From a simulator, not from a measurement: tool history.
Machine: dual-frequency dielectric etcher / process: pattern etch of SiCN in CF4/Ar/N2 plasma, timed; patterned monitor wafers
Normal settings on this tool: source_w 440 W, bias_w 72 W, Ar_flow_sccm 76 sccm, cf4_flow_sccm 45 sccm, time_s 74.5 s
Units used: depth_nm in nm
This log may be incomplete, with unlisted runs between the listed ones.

| run | day | source_w | bias_w | Ar_flow_sccm | cf4_flow_sccm | time_s | read-back reference wafer on the same gauge, depth_nm | depth_nm |
|---|---|---|---|---|---|---|---|---|
| 1 | 0 | 440 | 72 | 76 | 45 | 74.5 | 57.4 | 63.6 |
|  | 0.983 | Ar flow controller replaced |
|  | 1.088 | source power generator calibrated |
| 2 | 1.108 | 440 | 72 | 76 | 45 | 74.5 | 57.3 | 63.3 |
|  | 1.471 | gauge calibrated |
| 3 | 2.021 | 440 | 72 | 76 | 45 | 74.5 | 57.3 | 63.6 |
| 4 | 2.562 | 440 | 89 | 76 | 50 | 74.5 | 57.3 | 70.1 |
| 5 | 3.854 | 440 | 72 | 76 | 45 | 74.5 | 57.4 | 64.7 |
| 6 | 5.858 | 370 | 72 | 76 | 45 | 60 | 57.2 | 43.2 |
| 7 | 6.95 | 440 | 72 | 76 | 45 | 74.5 | 57.2 | 65.1 |
| 8 | 8.067 | 440 | 72 | 76 | 45 | 74.5 | 57.2 | 64.6 |
|  | 8.425 | bias power generator calibrated |
| 9 | 9.162 | 440 | 72 | 76 | 45 | 74.5 | 57.2 | 64.5 |
|  | 10.367 | upper electrode replaced, of another model than before |
| 10 | 10.388 | 440 | 72 | 76 | 48 | 74.5 | 57.3 | 65.6 |
| 11 | 10.996 | 440 | 72 | 76 | 45 | 96 | 57.3 | 84.4 |
| 12 | 12.354 | 440 | 72 | 76 | 45 | 74.5 | 57.3 | 65.7 |
|  | 12.721 | CF4 flow controller replaced |
|  | 13.971 | wet clean of the chamber |
| 13 | 13.992 | 510 | 72 | 76 | 45 | 53.5 | 57.3 | 49.8 |
| 14 | 14.392 | 440 | 72 | 76 | 45 | 74.5 | 57.2 | 63.7 |
| 15 | 15.088 | 530 | 72 | 64 | 55 | 85.5 | 57.4 | 86.2 |
| 16 | 17.596 | 440 | 72 | 76 | 45 | 74.5 | 57.3 | 64.8 |
| 17 | 18.925 | 350 | 72 | 93 | 35 | 57 | 57.3 | 39.5 |
| 18 | 20.146 | 350 | 72 | 76 | 45 | 74.5 | 57.2 | 56.3 |
| 19 | 20.971 | 500 | 72 | 76 | 45 | 74.5 | 57.3 | 68.5 |
| 20 | 22.279 | 500 | 72 | 66 | 49 | 74.5 | 57.3 | 71 |
| 21 | 23.108 | 390 | 61 | 76 | 42 | 74.5 | 57.3 | 54.5 |

Alternative continuations, all from the tool just after run 21; predict every row:
| A | 23.125 | 440 | 72 | 76 | 45 | 63 | ? | ? |
| B | 23.125 | 440 | 72 | 76 | 39 | 60.5 | ? | ? |
| C | 23.125 | 440 | 72 | 76 | 54 | 74.5 | ? | ? |
| D | 23.125 | 500 | 86 | 76 | 45 | 87 | ? | ? |

| run | read-back reference wafer on the same gauge, depth_nm | depth_nm |
|---|---|---|
| A | 57.3 | 54.7 |
| B | 57.3 | 51 |
| C | 57.3 | 66.9 |
| D | 57.3 | 89 |
With no hidden state in the tool, these same runs would have given:
| run | depth_nm |
|---|---|
| A | 53.6 |
| B | 50 |
| C | 65.5 |
| D | 87.2 |
